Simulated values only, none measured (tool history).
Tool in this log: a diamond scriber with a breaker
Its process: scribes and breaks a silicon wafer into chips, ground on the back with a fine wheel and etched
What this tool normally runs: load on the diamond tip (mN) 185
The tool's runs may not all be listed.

| run | day | load on the diamond tip (mN) | incoming depth of the damage left on the back of the incoming wafer, um | depth of the median crack under the scribed line (nm) | chips rejected at inspection after the break (%) |
|---|---|---|---|---|---|
| 1 | 0.000 | 149 | 0.73 | 7740 | 7.78 |
| 2 | 3.833 | 149 | 0.79 | 7690 | 6.76 |
| 3 | 7.292 | 149 | 0.71 | 8040 | 5.54 |
|  | 9.733 | diamond tip replaced by a new one |
| 4 | 9.958 | 185 | 0.47 | 9830 | 1.44 |
|  | 21.062 | diamond tip replaced by a new one |
| 5 | 22.321 | 185 | 0.65 | 9650 | 1.90 |
| 6 | 25.888 | 185 | 0.63 | 9850 | 2.26 |
| 7 | 29.846 | 185 | 0.59 | 9650 | 2.33 |
|  | 32.167 | load on the tip recalibrated |
|  | 32.358 | diamond tip replaced by a new one |
| 8 | 32.988 | 161 | 0.53 | 8160 | 4.49 |
| 9 | 34.554 | 226 | 0.72 | 11020 | 8.22 |
| 10 | 36.658 | 231 | 0.46 | 11330 | 10.27 |
| 11 | 38.662 | 185 | 0.52 | 9440 | 0.89 |
| 12 | 42.312 | 150 | 0.40 | 7950 | 4.77 |
|  | 42.762 | diamond tip replaced by a new one |
| 13 | 44.067 | 165 | 0.70 | 8720 | 1.16 |
| 14 | 48.496 | 226 | 0.77 | 11540 | 13.65 |
| 15 | 52.746 | 224 | 0.34 | 11530 | 13.99 |
|  | 54.888 | diamond tip replaced by a new one |
| 16 | 55.892 | 157 | 0.45 | 8640 | 1.66 |

For some of the steps in depth of the median crack under the scribed line (nm) from one run to the next: how much would appear even if the tool had no hidden state, given the settings, what came in and random variation, and how much remains for the hidden state plus any gauge scatter that the measured result and the result without hidden state don't share?
Unlogged tool condition in this case: share of the diamond tip's cutting effectiveness lost through wear, %; deviation of the load on the tip from its setpoint, %.
Run 7 -> 8: load on the diamond tip (mN) 185 -> 161, load on the tip recalibrated, diamond tip replaced by a new one. depth of the median crack under the scribed line (nm) -1490: hidden state -740, all else -750.
Run 15 -> 16: load on the diamond tip (mN) 224 -> 157, diamond tip replaced by a new one. depth of the median crack under the scribed line (nm) -2890: hidden state -150, all else -2740.
